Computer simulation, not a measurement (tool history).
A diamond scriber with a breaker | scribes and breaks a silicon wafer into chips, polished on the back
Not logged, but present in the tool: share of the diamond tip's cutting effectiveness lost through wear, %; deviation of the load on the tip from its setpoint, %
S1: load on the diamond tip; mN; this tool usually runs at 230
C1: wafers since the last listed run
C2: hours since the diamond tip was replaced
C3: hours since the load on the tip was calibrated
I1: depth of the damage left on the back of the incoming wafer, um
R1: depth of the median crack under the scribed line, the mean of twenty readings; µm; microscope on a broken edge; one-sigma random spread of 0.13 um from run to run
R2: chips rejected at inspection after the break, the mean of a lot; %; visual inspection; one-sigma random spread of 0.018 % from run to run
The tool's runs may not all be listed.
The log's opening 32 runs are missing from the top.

run    hour   S1   C1     C2      C3    I1     R1     R2
     2222.9  -- diamond tip replaced by a new one
 33  2300.8  230  337   77.9  1081.1  0.03  12.46   0.84
 34  2383.7  278  289  160.8  1164.0  0.03  14.91   1.91
 35  2431.1  230  165  208.2  1211.4  0.02  12.04   1.09
 36  2515.0  163  293  292.1  1295.3  0.03   7.99  18.79
 37  2620.4  230  368  397.5  1400.7  0.03  11.67   1.67
 38  2718.9  270  344  496.0  1499.2  0.01  13.64   0.62
 39  2759.6  202  142  536.7  1539.9  0.01   9.80   7.04
 40  2798.1  230  134  575.2  1578.4  0.05  11.40   2.27

Branching from run 40: 5 alternative next runs. What would each branch give?
  A  2798.7  207   2  575.8  1579.0  0.01   ?   ?
  B  2798.7  180   2  575.8  1579.0  0.01   ?   ?
  C  2798.7  260   2  575.8  1579.0  0.01   ?   ?
  D  2798.7  193   2  575.8  1579.0  0.01   ?   ?
  E  2798.7  257   2  575.8  1579.0  0.01   ?   ?

run     R1     R2
  A  10.32   6.48
  B   8.75  15.63
  C  13.09   0.60
  D   9.52  10.50
  E  12.94   0.66
Stripped of hidden state, with their random variation kept, the same runs would have yielded:
run     R1    R2
  A  11.92  1.74
  B  10.11  7.39
  C  15.13  1.96
  D  11.00  3.94
  E  14.96  1.72
